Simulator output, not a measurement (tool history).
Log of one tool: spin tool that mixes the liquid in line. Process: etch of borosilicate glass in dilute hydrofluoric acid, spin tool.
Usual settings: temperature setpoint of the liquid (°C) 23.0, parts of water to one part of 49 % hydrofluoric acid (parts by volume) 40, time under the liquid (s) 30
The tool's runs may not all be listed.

run,day,temperature setpoint of the liquid (°C),parts of water to one part of 49 % hydrofluoric acid (parts by volume),time under the liquid (s),wafers since the last listed run,hours since the thermometer was replaced,hours since the hydrofluoric acid flow meter was replaced,hours since the gauge calibration,"read-back film thickness of the borosilicate glass reference wafer, read on the same gauge (nm)",thickness taken off the borosilicate glass on a monitor wafer (Å)
1,0.000,23.0,40,30,0,2648.9,1221.2,248.8,40.00,235.9
2,0.638,23.0,40,30,260,2664.2,1236.5,264.1,39.99,237.3
3,0.946,23.0,40,30,125,2671.6,1243.9,271.5,39.99,237.5
4,1.450,23.0,40,30,205,2683.7,1256.0,283.6,40.01,237.9
5,2.112,23.0,40,30,270,2699.6,1271.9,299.5,40.03,236.1
6,2.396,23.0,40,30,115,2706.4,1278.7,306.3,39.99,239.3
7,2.754,23.0,40,30,146,2715.0,1287.3,314.9,39.97,237.5
8,3.358,23.0,40,30,246,2729.5,1301.8,329.4,39.98,238.3
9,4.000,23.0,40,30,262,2744.9,1317.2,344.8,40.01,236.8
10,4.254,23.0,40,30,103,2751.0,1323.3,350.9,40.03,239.0
11,4.875,23.0,40,30,253,2765.9,1338.2,365.8,40.01,237.2
12,5.383,19.5,30,30,207,2778.1,1350.4,378.0,39.99,278.0
13,5.779,23.0,40,35,161,2787.6,1359.9,387.5,39.98,277.5
# day 6.304: hydrofluoric acid flow meter replaced
14,6.392,23.0,40,35,233,2802.3,2.1,402.2,40.01,293.9
15,7.117,21.5,55,30,296,2819.7,19.5,419.6,39.98,169.2
16,7.525,23.0,60,15,166,2829.5,29.3,429.4,39.98,82.0
17,7.954,25.5,40,30,175,2839.8,39.6,439.7,39.98,279.0
# day 8.146: gauge calibrated
18,8.325,23.0,40,30,151,2848.7,48.5,4.3,40.03,250.3
19,9.717,25.5,40,30,568,2882.1,81.9,37.7,40.02,279.9
20,10.150,23.0,50,20,176,2892.5,92.3,48.1,40.00,132.8
# day 10.333: hydrofluoric acid flow meter replaced, repeated, since the last time left the tool worse
21,10.596,19.0,40,30,165,2903.2,6.3,58.8,39.98,187.6
22,11.192,23.0,40,30,243,2917.5,20.6,73.1,40.01,223.2
23,11.812,25.0,20,45,253,2932.4,35.5,88.0,40.00,751.4
24,12.167,23.0,25,25,144,2940.9,44.0,96.5,40.03,306.1
# day 12.267: thermometer replaced
25,12.729,23.0,40,30,212,11.1,57.5,110.0,40.00,223.3
26,12.988,20.0,40,25,105,17.3,63.7,116.2,40.00,162.6
27,13.725,23.0,30,30,301,35.0,81.4,133.9,39.99,301.0
28,13.979,19.5,35,30,103,41.1,87.5,140.0,39.99,220.8
29,14.271,23.0,40,30,119,48.1,94.5,147.0,40.01,222.3
30,14.617,23.0,50,30,141,56.4,102.8,155.3,40.01,177.2
31,15.283,23.0,40,40,272,72.4,118.8,171.3,39.99,297.3
32,15.767,21.5,55,40,197,84.0,130.4,182.9,39.98,200.8

What the log doesn't show, run by run:
liquid colder than its thermometer reads (K): 0 in every run
gauge reads high (%): 0 in every run
H1: hydrofluoric acid flow above the setpoint (%)
run,H1
1,8.89
2,8.99
3,9.04
4,9.12
5,9.22
6,9.26
7,9.32
8,9.42
9,9.52
10,9.56
11,9.65
12,9.73
13,9.8
14,15
15,15.1
16,15.2
17,15.2
18,15.3
19,15.5
20,15.6
21,2.47
22,2.56
23,2.66
24,2.72
25,2.8
26,2.84
27,2.96
28,3
29,3.05
30,3.1
31,3.2
32,3.28

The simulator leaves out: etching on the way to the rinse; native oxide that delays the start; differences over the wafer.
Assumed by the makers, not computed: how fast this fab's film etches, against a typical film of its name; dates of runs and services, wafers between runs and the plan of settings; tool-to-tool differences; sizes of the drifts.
